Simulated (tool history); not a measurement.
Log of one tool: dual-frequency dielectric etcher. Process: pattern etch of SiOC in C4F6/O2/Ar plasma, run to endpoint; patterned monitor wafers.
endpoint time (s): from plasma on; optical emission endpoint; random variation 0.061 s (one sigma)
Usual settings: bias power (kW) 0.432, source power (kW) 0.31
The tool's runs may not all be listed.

run    hour  bias power (kW)  source power (kW)  wafers since the last listed run  hours since the last wet clean  hours since the last bias power generator calibration  hours since the last source power generator calibration  hours since the last upper electrode change  incoming incoming film thickness, nm  endpoint time (s)
  1       0            0.432               0.31                                 0                            33.1                                                 3918.5                                                   3918.3                                         1623                                  52.3               19.8
  2    68.3            0.432               0.31                              1420                           101.4                                                 3986.8                                                   3986.6                                       1691.3                                  52.5               19.7
  3    97.1            0.432               0.37                               599                           130.2                                                 4015.6                                                   4015.4                                       1720.1                                  52.6               18.6
  4     124            0.432               0.37                               559                           157.1                                                 4042.5                                                   4042.3                                         1747                                  52.6               18.4
  5   157.9            0.432               0.27                               705                             191                                                 4076.4                                                   4076.2                                       1780.9                                  52.9               20.9
  6   192.5            0.432               0.27                               719                           225.6                                                   4111                                                   4110.8                                       1815.5                                  52.4               20.7
  7     238            0.432               0.27                               946                           271.1                                                 4156.5                                                   4156.3                                         1861                                  52.8               20.7
  8   290.7            0.432               0.34                              1096                           323.8                                                 4209.2                                                     4209                                       1913.7                                  53.3               19.1
  9   346.2            0.432               0.34                              1154                           379.3                                                 4264.7                                                   4264.5                                       1969.2                                  52.8                 19
 10   463.3            0.432               0.31                              2435                           496.4                                                 4381.8                                                   4381.6                                       2086.3                                  53.3               19.7
 11   495.4            0.432               0.31                               667                           528.5                                                 4413.9                                                   4413.7                                       2118.4                                  53.6               19.8
 12   533.3            0.432               0.31                               788                           566.4                                                 4451.8                                                   4451.6                                       2156.3                                  53.3               19.8
 13   590.7            0.516               0.31                              1193                           623.8                                                 4509.2                                                     4509                                       2213.7                                  53.1               18.2
      614.7  -- source power generator calibrated
      627.9  -- wet clean of the chamber
 14   628.4            0.432               0.35                               426                             0.5                                                 4546.9                                                     13.7                                       2251.4                                  52.7               18.9
 15   693.3            0.432               0.31                              1349                            65.4                                                 4611.8                                                     78.6                                       2316.3                                  52.9                 20
 16   727.4            0.351               0.29                               709                            99.5                                                 4645.9                                                    112.7                                       2350.4                                  52.6               22.1
      786.4  -- bias power generator calibrated
 17   795.1            0.465               0.23                              1324                           167.2                                                    8.7                                                    180.4                                       2418.1                                  53.3               22.3
 18   852.9            0.401               0.35                              1202                             225                                                   66.5                                                    238.2                                       2475.9                                    53               19.9
 19   918.7            0.502               0.29                              1368                           290.8                                                  132.3                                                      304                                       2541.7                                  52.7               19.3
 20     952            0.341               0.29                               692                           324.1                                                  165.6                                                    337.3                                         2575                                  53.2               22.8
 21   985.1            0.347               0.26                               688                           357.2                                                  198.7                                                    370.4                                       2608.1                                  52.6               23.4
 22  1049.4            0.432               0.31                              1337                           421.5                                                    263                                                    434.7                                       2672.4                                  52.7               19.8
 23  1077.7            0.432               0.31                               588                           449.8                                                  291.3                                                      463                                       2700.7                                  52.5               19.8
 24  1112.9            0.348               0.38                               732                             485                                                  326.5                                                    498.2                                       2735.9                                    53               20.1
 25  1152.8            0.525               0.25                               829                           524.9                                                  366.4                                                    538.1                                       2775.8                                  52.6               19.9
     1205.1  -- wet clean of the chamber
 26  1205.6            0.432               0.31                               599                             0.5                                                  419.2                                                    590.9                                       2828.6                                  52.8               20.1
 27  1243.1              0.4               0.31                               779                              38                                                  456.7                                                    628.4                                       2866.1                                  52.6               20.7
     1432.7  -- upper electrode replaced
 28  1451.6            0.432               0.31                              3837                           246.5                                                  665.2                                                    836.9                                         18.9                                  52.6               19.8
 29  1565.5            0.432               0.31                              2369                           360.4                                                  779.1                                                    950.8                                        132.8                                  53.2                 20
 30  1610.7             0.39               0.23                               940                           405.6                                                  824.3                                                      996                                          178                                  52.8               23.2
 31  1665.5            0.391               0.33                              1139                           460.4                                                  879.1                                                   1050.8                                        232.8                                  52.3               19.9
     1838.6  -- wet clean of the chamber
 32    1873            0.506               0.37                              3816                            34.4                                                 1086.6                                                   1258.3                                        440.3                                    53               17.6
 33  1906.9            0.475               0.24                               705                            68.3                                                 1120.5                                                   1292.2                                        474.2                                  53.1               21.4
 34  1946.1            0.432               0.31                               815                           107.5                                                 1159.7                                                   1331.4                                        513.4                                  53.1               20.1
 35  1997.3            0.388               0.34                              1064                           158.7                                                 1210.9                                                   1382.6                                        564.6                                  53.2               20.3
 36  2060.5            0.483               0.31                              1314                           221.9                                                 1274.1                                                   1445.8                                        627.8                                  52.4               18.7

3 ways to go on from here, each from the tool as it stands after run 36. What would each give?
  A  2060.9            0.432               0.31                                 8                           222.3                                                 1274.5                                                   1446.2                                        628.2                                  53.1                  ?
  B  2060.9             0.39               0.34                                 8                           222.3                                                 1274.5                                                   1446.2                                        628.2                                  53.1                  ?
  C  2060.9            0.533               0.37                                 8                           222.3                                                 1274.5                                                   1446.2                                        628.2                                  53.1                  ?

run  endpoint time (s)
  A                 20
  B               20.1
  C               17.1
Without the tool's hidden state the same runs would have given:
run  endpoint time (s)
  A               20.5
  B               20.6
  C               17.6
